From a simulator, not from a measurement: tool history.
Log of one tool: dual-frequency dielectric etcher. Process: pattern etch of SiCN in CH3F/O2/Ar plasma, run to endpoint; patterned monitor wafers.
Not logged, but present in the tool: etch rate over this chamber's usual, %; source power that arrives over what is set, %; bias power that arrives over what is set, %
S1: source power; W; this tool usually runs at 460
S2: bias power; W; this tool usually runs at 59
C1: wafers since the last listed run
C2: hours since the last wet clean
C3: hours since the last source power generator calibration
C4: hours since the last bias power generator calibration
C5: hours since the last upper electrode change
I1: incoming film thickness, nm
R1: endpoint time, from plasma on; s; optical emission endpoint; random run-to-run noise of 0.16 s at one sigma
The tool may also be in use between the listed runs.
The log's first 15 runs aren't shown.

run,hour,S1,S2,C1,C2,C3,C4,C5,I1,R1
# hour 903.1: wet clean of the chamber
16,903.6,460,59,657,0.5,4008.8,2992,1976.9,10.44,27.3
17,942.8,360,52,678,39.7,4048,3031.2,2016.1,10.28,30.9
18,979.9,420,55,641,76.8,4085.1,3068.3,2053.2,10.28,28.4
# hour 1154.7: bias power generator calibrated
19,1174.3,340,44,3294,271.2,4279.5,19.6,2247.6,10.29,33
20,1240.4,500,65,1143,337.3,4345.6,85.7,2313.7,10.28,24.9
# hour 1267.5: upper electrode replaced
21,1282.5,420,59,313,379.4,4387.7,127.8,15,10.25,27.8
22,1310.9,400,47,491,407.8,4416.1,156.2,43.4,10.34,30.5
23,1376.5,460,65,1135,473.4,4481.7,221.8,109,10.15,25.3
24,1422.7,460,59,799,519.6,4527.9,268,155.2,10.24,26.6
# hour 1470.2: source power generator calibrated
# hour 1480.7: wet clean of the chamber
25,1481.2,520,45,761,0.5,11,326.5,213.7,10.27,27.9
26,1506.4,460,68,436,25.7,36.2,351.7,238.9,10.28,25.3
27,1555.4,530,47,847,74.7,85.2,400.7,287.9,10.38,27.4
28,1582,420,55,460,101.3,111.8,427.3,314.5,10.26,28.1
29,1621.5,510,63,683,140.8,151.3,466.8,354,10.28,25.1
30,1648.2,500,59,462,167.5,178,493.5,380.7,10.25,25.6
31,1683.6,570,68,612,202.9,213.4,528.9,416.1,10.27,23.3
32,1719.7,530,59,624,239,249.5,565,452.2,10.43,25.3
33,1915.4,530,68,3386,434.7,445.2,760.7,647.9,10.25,24.1
34,1950.6,490,63,609,469.9,480.4,795.9,683.1,10.26,25.3

Below are 5 alternative next runs, each starting from the tool's condition after run 34. Predict each:
A,1951,540,59,6,470.3,480.8,796.3,683.5,10.37,?
B,1951,390,59,6,470.3,480.8,796.3,683.5,10.37,?
C,1951,520,59,6,470.3,480.8,796.3,683.5,10.37,?
D,1951,560,59,6,470.3,480.8,796.3,683.5,10.37,?
E,1951,460,72,6,470.3,480.8,796.3,683.5,10.37,?

run,R1
A,25.1
B,28.7
C,25.5
D,24.8
E,25.1
Stripped of hidden state, with their random variation kept, the same runs would have yielded:
run,R1
A,25.1
B,28.7
C,25.5
D,24.8
E,25.1

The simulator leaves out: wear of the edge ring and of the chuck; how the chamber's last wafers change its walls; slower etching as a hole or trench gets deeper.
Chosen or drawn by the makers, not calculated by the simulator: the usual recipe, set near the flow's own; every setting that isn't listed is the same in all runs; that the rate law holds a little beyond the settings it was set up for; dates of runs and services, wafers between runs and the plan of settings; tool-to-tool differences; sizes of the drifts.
